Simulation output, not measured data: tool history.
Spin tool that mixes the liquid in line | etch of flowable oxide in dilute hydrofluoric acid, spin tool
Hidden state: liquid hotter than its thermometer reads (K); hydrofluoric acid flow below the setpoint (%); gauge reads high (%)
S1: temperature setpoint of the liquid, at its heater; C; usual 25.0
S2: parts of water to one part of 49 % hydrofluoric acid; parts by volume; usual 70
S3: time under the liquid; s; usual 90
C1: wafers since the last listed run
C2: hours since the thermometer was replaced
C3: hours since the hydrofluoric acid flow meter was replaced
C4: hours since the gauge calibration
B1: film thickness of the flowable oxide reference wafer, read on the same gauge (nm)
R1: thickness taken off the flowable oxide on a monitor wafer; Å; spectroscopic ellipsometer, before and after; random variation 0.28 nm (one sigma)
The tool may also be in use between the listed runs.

Run 1, hour 0.0: usual settings but S3 135 s; C1 0; C2 1105.3; C3 1890.3; C4 16.9; B1 90.01. Result: R1 473.4 Å.
Run 2, hour 8.8: usual settings but S2 50 parts by volume, S3 70 s; C1 66; C2 1114.1; C3 1899.1; C4 25.7; B1 90.00. Result: R1 357.8 Å.
Run 3, hour 19.9: usual settings but S2 50 parts by volume, S3 70 s; C1 83; C2 1125.2; C3 1910.2; C4 36.8; B1 90.01. Result: R1 354.7 Å.
Run 4, hour 34.1: usual settings but S2 50 parts by volume, S3 70 s; C1 107; C2 1139.4; C3 1924.4; C4 51.0; B1 90.00. Result: R1 360.9 Å.
Run 5, hour 46.0: usual settings but S1 21.5 C, S3 50 s; C1 89; C2 1151.3; C3 1936.3; C4 62.9; B1 90.03. Result: R1 154.5 Å.
At hour 55.7: hydrofluoric acid flow meter replaced.
Run 6, hour 58.0: usual settings but S1 21.5 C, S3 50 s; C1 82; C2 1163.3; C3 2.3; C4 74.9; B1 90.00. Result: R1 153.6 Å.
At hour 59.2: thermometer replaced.
Run 7, hour 67.6: usual settings but S3 115 s; C1 64; C2 8.4; C3 11.9; C4 84.5; B1 89.99. Result: R1 410.8 Å.
Run 8, hour 81.7: usual settings but S1 26.5 C, S2 90 parts by volume, S3 115 s; C1 106; C2 22.5; C3 26.0; C4 98.6; B1 89.99. Result: R1 323.2 Å.
At hour 85.6: gauge calibrated.
Run 9, hour 91.5: usual settings but S2 55 parts by volume, S3 115 s; C1 73; C2 32.3; C3 35.8; C4 5.9; B1 90.03. Result: R1 523.5 Å.
Run 10, hour 107.1: usual settings but S1 29.5 C; C1 117; C2 47.9; C3 51.4; C4 21.5; B1 90.00. Result: R1 381.4 Å.
Run 11, hour 117.5: usual settings but S1 30.0 C, S3 135 s; C1 78; C2 58.3; C3 61.8; C4 31.9; B1 90.00. Result: R1 586.2 Å.
Run 12, hour 152.3: usual settings; C1 262; C2 93.1; C3 96.6; C4 66.7; B1 90.00. Result: R1 323.3 Å.
Run 13, hour 161.2: usual settings but S1 21.0 C, S3 135 s; C1 67; C2 102.0; C3 105.5; C4 75.6; B1 89.99. Result: R1 406.8 Å.
Run 14, hour 170.2: usual settings; C1 67; C2 111.0; C3 114.5; C4 84.6; B1 90.03. Result: R1 316.4 Å.
Run 15, hour 177.5: usual settings but S1 21.5 C, S2 45 parts by volume; C1 55; C2 118.3; C3 121.8; C4 91.9; B1 89.99. Result: R1 452.3 Å.

How the hidden state differs across the entries between the runs, from the last listed run before each to the first after it:
Between runs 5 and 6: hydrofluoric acid flow meter replaced (hour 55.7)
  no hidden state differs between the two runs
Between runs 6 and 7: thermometer replaced (hour 59.2)
  no hidden state differs between the two runs
Between runs 8 and 9: gauge calibrated (hour 85.6)
  no hidden state differs between the two runs
